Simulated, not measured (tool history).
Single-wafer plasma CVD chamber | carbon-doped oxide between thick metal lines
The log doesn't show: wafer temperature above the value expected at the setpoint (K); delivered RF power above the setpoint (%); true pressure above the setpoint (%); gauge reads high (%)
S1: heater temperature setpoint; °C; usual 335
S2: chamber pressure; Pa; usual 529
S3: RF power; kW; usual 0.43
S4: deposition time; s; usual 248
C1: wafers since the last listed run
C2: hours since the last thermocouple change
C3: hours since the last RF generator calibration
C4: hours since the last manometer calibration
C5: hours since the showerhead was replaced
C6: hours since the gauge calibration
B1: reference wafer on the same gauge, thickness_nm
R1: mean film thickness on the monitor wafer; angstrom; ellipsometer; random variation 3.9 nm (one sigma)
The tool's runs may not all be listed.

{"run": 1, "day": 0.0, "S1": 335, "S2": 529, "S3": 0.43, "S4": 248, "C1": 0, "C2": 397.3, "C3": 609.1, "C4": 364.3, "C5": 4964.9, "C6": 1127.5, "B1": 1067.584, "R1": 9415.26}
{"run": 2, "day": 1.825, "S1": 335, "S2": 529, "S3": 0.43, "S4": 231, "C1": 285, "C2": 441.1, "C3": 652.9, "C4": 408.1, "C5": 5008.7, "C6": 1171.3, "B1": 1067.344, "R1": 8779}
{"run": 3, "day": 3.508, "S1": 335, "S2": 529, "S3": 0.4, "S4": 248, "C1": 263, "C2": 481.5, "C3": 693.3, "C4": 448.5, "C5": 5049.1, "C6": 1211.7, "B1": 1066.714, "R1": 9005.54}
{"run": 4, "day": 5.775, "S1": 335, "S2": 529, "S3": 0.4, "S4": 248, "C1": 355, "C2": 535.9, "C3": 747.7, "C4": 502.9, "C5": 5103.5, "C6": 1266.1, "B1": 1067.064, "R1": 8998.53}
{"run": 5, "day": 6.942, "S1": 335, "S2": 529, "S3": 0.4, "S4": 248, "C1": 182, "C2": 563.9, "C3": 775.7, "C4": 530.9, "C5": 5131.5, "C6": 1294.1, "B1": 1067.148, "R1": 8944.87}
{"run": 6, "day": 7.954, "S1": 335, "S2": 529, "S3": 0.43, "S4": 248, "C1": 158, "C2": 588.2, "C3": 800, "C4": 555.2, "C5": 5155.8, "C6": 1318.4, "B1": 1067.048, "R1": 9398.28}
{"run": 7, "day": 10.517, "S1": 335, "S2": 529, "S3": 0.43, "S4": 248, "C1": 401, "C2": 649.7, "C3": 861.5, "C4": 616.7, "C5": 5217.3, "C6": 1379.9, "B1": 1067.28, "R1": 9368.02}
{"run": 8, "day": 13.283, "S1": 335, "S2": 529, "S3": 0.43, "S4": 220, "C1": 433, "C2": 716.1, "C3": 927.9, "C4": 683.1, "C5": 5283.7, "C6": 1446.3, "B1": 1066.834, "R1": 8282.81}
{"run": 9, "day": 14.971, "S1": 335, "S2": 529, "S3": 0.43, "S4": 220, "C1": 264, "C2": 756.6, "C3": 968.4, "C4": 723.6, "C5": 5324.2, "C6": 1486.8, "B1": 1067.012, "R1": 8283.87}
{"day": 15.462, "done": "RF generator calibrated"}
{"run": 10, "day": 16.808, "S1": 335, "S2": 529, "S3": 0.43, "S4": 231, "C1": 235, "C2": 800.7, "C3": 32.3, "C4": 767.7, "C5": 5368.3, "C6": 1530.9, "B1": 1066.787, "R1": 8962.88}
{"run": 11, "day": 19.012, "S1": 335, "S2": 529, "S3": 0.43, "S4": 248, "C1": 345, "C2": 853.6, "C3": 85.2, "C4": 820.6, "C5": 5421.2, "C6": 1583.8, "B1": 1067.641, "R1": 9555.9}
{"run": 12, "day": 20.392, "S1": 335, "S2": 529, "S3": 0.41, "S4": 248, "C1": 216, "C2": 886.7, "C3": 118.3, "C4": 853.7, "C5": 5454.3, "C6": 1616.9, "B1": 1067.099, "R1": 9266.26}
{"run": 13, "day": 21.554, "S1": 322, "S2": 587, "S3": 0.505, "S4": 261, "C1": 182, "C2": 914.6, "C3": 146.2, "C4": 881.6, "C5": 5482.2, "C6": 1644.8, "B1": 1067.37, "R1": 11567.57}
{"day": 21.617, "done": "gauge calibrated"}
{"run": 14, "day": 23.296, "S1": 335, "S2": 529, "S3": 0.505, "S4": 248, "C1": 272, "C2": 956.4, "C3": 188, "C4": 923.4, "C5": 5524, "C6": 40.3, "B1": 1067.171, "R1": 10305.17}
{"run": 15, "day": 24.933, "S1": 341, "S2": 529, "S3": 0.38, "S4": 248, "C1": 256, "C2": 995.7, "C3": 227.3, "C4": 962.7, "C5": 5563.3, "C6": 79.6, "B1": 1066.231, "R1": 8691.83}
{"run": 16, "day": 26.854, "S1": 350, "S2": 423, "S3": 0.43, "S4": 262, "C1": 300, "C2": 1041.8, "C3": 273.4, "C4": 1008.8, "C5": 5609.4, "C6": 125.7, "B1": 1066.616, "R1": 9278.51}
{"run": 17, "day": 29.771, "S1": 335, "S2": 529, "S3": 0.43, "S4": 248, "C1": 456, "C2": 1111.8, "C3": 343.4, "C4": 1078.8, "C5": 5679.4, "C6": 195.7, "B1": 1066.519, "R1": 9364.73}
{"day": 30.808, "done": "thermocouple changed; heater temperature recalibrated"}
{"run": 18, "day": 32.158, "S1": 335, "S2": 529, "S3": 0.43, "S4": 248, "C1": 321, "C2": 32.4, "C3": 400.7, "C4": 1136.1, "C5": 5736.7, "C6": 253, "B1": 1067.304, "R1": 9434.95}
{"day": 37.821, "done": "capacitance manometer re-zeroed and calibrated"}
{"day": 38.371, "done": "showerhead replaced"}
{"run": 19, "day": 38.412, "S1": 335, "S2": 644, "S3": 0.495, "S4": 248, "C1": 875, "C2": 182.5, "C3": 550.8, "C4": 14.2, "C5": 1, "C6": 403.1, "B1": 1065.817, "R1": 10384.9}
{"run": 20, "day": 40.842, "S1": 342, "S2": 411, "S3": 0.51, "S4": 296, "C1": 380, "C2": 240.8, "C3": 609.1, "C4": 72.5, "C5": 59.3, "C6": 461.4, "B1": 1067.056, "R1": 11713.74}
{"run": 21, "day": 43.542, "S1": 341, "S2": 409, "S3": 0.395, "S4": 286, "C1": 422, "C2": 305.6, "C3": 673.9, "C4": 137.3, "C5": 124.1, "C6": 526.2, "B1": 1066.864, "R1": 9800.35}
{"run": 22, "day": 46.154, "S1": 349, "S2": 651, "S3": 0.49, "S4": 274, "C1": 409, "C2": 368.3, "C3": 736.6, "C4": 200, "C5": 186.8, "C6": 588.9, "B1": 1067.192, "R1": 10938.7}
{"run": 23, "day": 47.171, "S1": 345, "S2": 615, "S3": 0.51, "S4": 248, "C1": 159, "C2": 392.7, "C3": 761, "C4": 224.4, "C5": 211.2, "C6": 613.3, "B1": 1066.45, "R1": 10142.57}
{"day": 49.388, "done": "RF generator calibrated"}
{"run": 24, "day": 50.092, "S1": 346, "S2": 653, "S3": 0.43, "S4": 248, "C1": 405, "C2": 462.8, "C3": 16.9, "C4": 294.5, "C5": 281.3, "C6": 683.4, "B1": 1066.618, "R1": 9663.05}
{"run": 25, "day": 52.796, "S1": 335, "S2": 417, "S3": 0.51, "S4": 277, "C1": 423, "C2": 527.7, "C3": 81.8, "C4": 359.4, "C5": 346.2, "C6": 748.3, "B1": 1066.99, "R1": 11431.18}
{"run": 26, "day": 54.25, "S1": 335, "S2": 529, "S3": 0.465, "S4": 276, "C1": 227, "C2": 562.6, "C3": 116.7, "C4": 394.3, "C5": 381.1, "C6": 783.2, "B1": 1066.662, "R1": 11197.54}
{"run": 27, "day": 56.504, "S1": 335, "S2": 529, "S3": 0.43, "S4": 248, "C1": 353, "C2": 616.7, "C3": 170.8, "C4": 448.4, "C5": 435.2, "C6": 837.3, "B1": 1066.769, "R1": 9472.34}

5 ways to go on from here, each from the tool as it stands after run 27. What would each give?
{"run": "A", "day": 56.525, "S1": 335, "S2": 529, "S3": 0.43, "S4": 248, "C1": 3, "C2": 617.2, "C3": 171.3, "C4": 448.9, "C5": 435.7, "C6": 837.8, "B1": "?", "R1": "?"}
{"run": "B", "day": 56.525, "S1": 348, "S2": 435, "S3": 0.49, "S4": 231, "C1": 3, "C2": 617.2, "C3": 171.3, "C4": 448.9, "C5": 435.7, "C6": 837.8, "B1": "?", "R1": "?"}
{"run": "C", "day": 56.525, "S1": 327, "S2": 411, "S3": 0.5, "S4": 286, "C1": 3, "C2": 617.2, "C3": 171.3, "C4": 448.9, "C5": 435.7, "C6": 837.8, "B1": "?", "R1": "?"}
{"run": "D", "day": 56.525, "S1": 335, "S2": 455, "S3": 0.43, "S4": 248, "C1": 3, "C2": 617.2, "C3": 171.3, "C4": 448.9, "C5": 435.7, "C6": 837.8, "B1": "?", "R1": "?"}
{"run": "E", "day": 56.525, "S1": 335, "S2": 529, "S3": 0.43, "S4": 281, "C1": 3, "C2": 617.2, "C3": 171.3, "C4": 448.9, "C5": 435.7, "C6": 837.8, "B1": "?", "R1": "?"}

run=A B1=1067.887 R1=9459.85
run=B B1=1067.887 R1=8942.07
run=C B1=1067.887 R1=11846.52
run=D B1=1067.887 R1=9299.21
run=E B1=1067.887 R1=10715.88
Without the tool's hidden state the same runs would have given:
run=A R1=9911.6
run=B R1=9306.16
run=C R1=12389.11
run=D R1=9743.29
run=E R1=11227.6

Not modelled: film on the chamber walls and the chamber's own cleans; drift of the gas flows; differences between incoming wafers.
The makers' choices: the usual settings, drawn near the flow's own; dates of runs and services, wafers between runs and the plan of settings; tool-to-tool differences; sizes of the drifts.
